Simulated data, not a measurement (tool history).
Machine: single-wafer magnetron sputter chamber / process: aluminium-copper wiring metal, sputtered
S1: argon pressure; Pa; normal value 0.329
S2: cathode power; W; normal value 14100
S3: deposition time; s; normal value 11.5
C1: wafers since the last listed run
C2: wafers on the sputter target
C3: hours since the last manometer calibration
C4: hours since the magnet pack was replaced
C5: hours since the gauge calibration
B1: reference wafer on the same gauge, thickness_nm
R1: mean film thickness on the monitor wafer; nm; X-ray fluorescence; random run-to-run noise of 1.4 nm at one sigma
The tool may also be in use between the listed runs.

run 1 hour=0 | S1=0.329 S2=14100 S3=11.5 | C1=0 C2=4424 C3=1270.4 C4=3974.3 C5=21.3 | B1=296.644 | R1=272.369
run 2 hour=13.5 | S1=0.329 S2=14100 S3=11.5 | C1=324 C2=4749 C3=1283.9 C4=3987.8 C5=34.8 | B1=297.153 | R1=274.64
run 3 hour=26.5 | S1=0.329 S2=14100 S3=11.5 | C1=312 C2=5061 C3=1296.9 C4=4000.8 C5=47.8 | B1=297.206 | R1=275.268
run 4 hour=58.5 | S1=0.329 S2=14100 S3=11.5 | C1=769 C2=5830 C3=1328.9 C4=4032.8 C5=79.8 | B1=297.426 | R1=272.423
run 5 hour=91.3 | S1=0.329 S2=14100 S3=11.5 | C1=788 C2=6619 C3=1361.7 C4=4065.6 C5=112.6 | B1=297.457 | R1=273.918
run 6 hour=110.7 | S1=0.329 S2=12050 S3=11.5 | C1=466 C2=7085 C3=1381.1 C4=4085 C5=132 | B1=296.803 | R1=234.977
-- hour=121.3 magnet pack replaced, of another model than before
run 7 hour=131.9 | S1=0.329 S2=14100 S3=11.5 | C1=317 C2=7402 C3=1402.3 C4=10.6 C5=153.2 | B1=296.08 | R1=271.472
run 8 hour=150.7 | S1=0.329 S2=16700 S3=11.5 | C1=451 C2=7854 C3=1421.1 C4=29.4 C5=172 | B1=296.685 | R1=320.104
-- hour=160.7 gauge calibrated
run 9 hour=175.1 | S1=0.374 S2=14100 S3=9.8 | C1=586 C2=8440 C3=1445.5 C4=53.8 C5=14.4 | B1=297.375 | R1=230.372
-- hour=201.5 sputter target and shields replaced
run 10 hour=209.5 | S1=0.329 S2=16400 S3=10.4 | C1=634 C2=193 C3=1479.9 C4=88.2 C5=48.8 | B1=297.06 | R1=294.79
run 11 hour=232.1 | S1=0.278 S2=11750 S3=9.9 | C1=543 C2=736 C3=1502.5 C4=110.8 C5=71.4 | B1=297.043 | R1=204.92
-- hour=261.9 capacitance manometer re-zeroed and calibrated
run 12 hour=268.1 | S1=0.288 S2=12150 S3=10.6 | C1=672 C2=1409 C3=6.2 C4=146.8 C5=107.4 | B1=297.14 | R1=222.617
run 13 hour=301.2 | S1=0.329 S2=14100 S3=11.5 | C1=795 C2=2204 C3=39.3 C4=179.9 C5=140.5 | B1=297.006 | R1=277.724
run 14 hour=313.4 | S1=0.273 S2=11500 S3=9.4 | C1=293 C2=2498 C3=51.5 C4=192.1 C5=152.7 | B1=296.814 | R1=187.718
run 15 hour=348.9 | S1=0.401 S2=10800 S3=10.6 | C1=853 C2=3351 C3=87 C4=227.6 C5=188.2 | B1=296.822 | R1=193.257

Some steps in R1 between neighbouring runs. How much of each would the tool show without its hidden state too (settings, what came in, random variation), and how much is left for the hidden state, with any gauge scatter that isn't in both results?
Hidden conditions of the tool in this case: deposition rate above that of a new target (%); true argon pressure above the setpoint (%); gauge reads high (%).
Run 9 -> 10: S1 0.374 -> 0.329, S2 14100 -> 16400, S3 9.8 -> 10.4, sputter target and shields replaced. R1 +64.418 nm: hidden state +9.341, all else +55.077.
Run 13 -> 14: S1 0.329 -> 0.273, S2 14100 -> 11500, S3 11.5 -> 9.4. R1 -90.006 nm: hidden state +2.63, all else -92.636.
